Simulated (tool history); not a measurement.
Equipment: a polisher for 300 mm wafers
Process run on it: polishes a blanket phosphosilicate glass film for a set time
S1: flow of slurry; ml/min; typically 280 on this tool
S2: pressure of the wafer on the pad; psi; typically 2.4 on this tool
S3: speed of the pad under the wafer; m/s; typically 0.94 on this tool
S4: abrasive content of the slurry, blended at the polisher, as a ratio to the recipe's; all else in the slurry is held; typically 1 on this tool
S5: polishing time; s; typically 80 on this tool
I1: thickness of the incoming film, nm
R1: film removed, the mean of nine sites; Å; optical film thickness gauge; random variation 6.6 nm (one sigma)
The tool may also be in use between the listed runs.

run,day,S1,S2,S3,S4,S5,I1,R1
1,0,280,2.4,0.94,1,80,3945.3,4902
2,2.188,280,2.4,0.94,1,80,3996.3,4794
3,3.804,280,2.4,0.7,1,99,3940.5,4612
4,5.2,280,2.4,0.7,1,99,3924.8,4508
5,7.492,280,2.4,0.94,1,80,3943.5,4448
6,9.125,280,2.4,0.94,1,80,3885.8,4543
7,11.521,280,2.4,0.94,1,80,3945,4344
8,13.679,280,2.4,0.94,1,80,3929.2,4441
9,15.592,280,2.4,0.94,1,80,4000.7,4267
10,17.542,280,2.1,0.94,1,80,3952.3,3809
11,18.8,280,2.1,0.94,1,80,3986.6,3890
12,20.125,280,2.4,0.94,1,80,3988.5,4969
13,22.533,280,2.1,0.94,1,80,3938.1,4162
14,25.417,280,2.4,0.94,1,80,4023.4,4507
15,26.896,280,2.4,0.68,1,80,3958.3,3630
16,29.542,280,2.4,0.94,0.9,68,3967.2,3631
17,35.583,280,2.4,0.94,1,80,3985.9,4431
18,36.588,240,2.9,0.94,0.9,80,3953.7,5621
19,38.533,360,2.4,0.94,1,71,3951.8,4273
20,41.092,280,2.4,0.94,1,98,3979,5494
21,48.646,280,2.4,0.94,1.25,60,4040.3,3695
22,50.008,235,1.8,0.66,1,94,3887.4,3910
23,52.325,280,2.1,0.94,1.2,80,3954.9,4464
24,55,280,2.4,0.94,1.25,89,3945.7,6344

Between the runs listed above, the log contained 15 entries, not reproduced here. Where in the sequence does each belong, and how does what the log doesn't record of the tool's condition differ from the listed run before to the listed run after?
From run 2 to run 3: slurry blender recalibrated (day 3.542)
  time polished since the conditioner stopped cutting, s: 248 -> 305
  the result without the hidden state subtracted from the measured one, R1: -515 -> -472 Å
From run 4 to run 5: worn pad replaced by a new one (day 5.775)
  time polished since the conditioner stopped cutting, s: 343 -> 390
  the result without the hidden state subtracted from the measured one, R1: -515 -> -730 Å
From run 9 to run 10: slurry nozzle cleaned (day 15.95); worn pad replaced by a new one (day 16.742)
  time polished since the conditioner stopped cutting, s: 464 -> 471
  the result without the hidden state subtracted from the measured one, R1: -823 -> -669 Å
From run 10 to run 11: slurry blender recalibrated (day 18.454)
  time polished since the conditioner stopped cutting, s: 471 -> 475
  the result without the hidden state subtracted from the measured one, R1: -669 -> -688 Å
From run 11 to run 12: conditioning disc replaced and pad reconditioned (day 19.175)
  time polished since the conditioner stopped cutting, s: 475 -> 71.5
  the result without the hidden state subtracted from the measured one, R1: -688 -> -159 Å
From run 15 to run 16: worn pad replaced by a new one (day 28.433)
  time polished since the conditioner stopped cutting, s: 331 -> 376
  the result without the hidden state subtracted from the measured one, R1: -391 -> -576 Å
From run 16 to run 17: slurry blender recalibrated (day 31.904)
  time polished since the conditioner stopped cutting, s: 376 -> 427
  the result without the hidden state subtracted from the measured one, R1: -576 -> -792 Å
From run 17 to run 18: slurry nozzle cleaned (day 36.179); conditioning disc replaced and pad reconditioned (day 36.279)
  time polished since the conditioner stopped cutting, s: 427 -> 76
  the result without the hidden state subtracted from the measured one, R1: -792 -> -227 Å
From run 18 to run 19: head pressure recalibrated (day 37.633); worn pad replaced by a new one, of another model than before (day 38.512)
  time polished since the conditioner stopped cutting, s: 76 -> 194
  the result without the hidden state subtracted from the measured one, R1: -227 -> -363 Å
From run 20 to run 21: slurry blender recalibrated (day 48.179); worn pad replaced by a new one (day 48.625)
  time polished since the conditioner stopped cutting, s: 301 -> 447
  the result without the hidden state subtracted from the measured one, R1: -709 -> -688 Å
From run 23 to run 24: conditioning disc replaced and pad reconditioned (day 54.392)
  time polished since the conditioner stopped cutting, s: 473 -> 44.5
  the result without the hidden state subtracted from the measured one, R1: -828 -> -128 Å

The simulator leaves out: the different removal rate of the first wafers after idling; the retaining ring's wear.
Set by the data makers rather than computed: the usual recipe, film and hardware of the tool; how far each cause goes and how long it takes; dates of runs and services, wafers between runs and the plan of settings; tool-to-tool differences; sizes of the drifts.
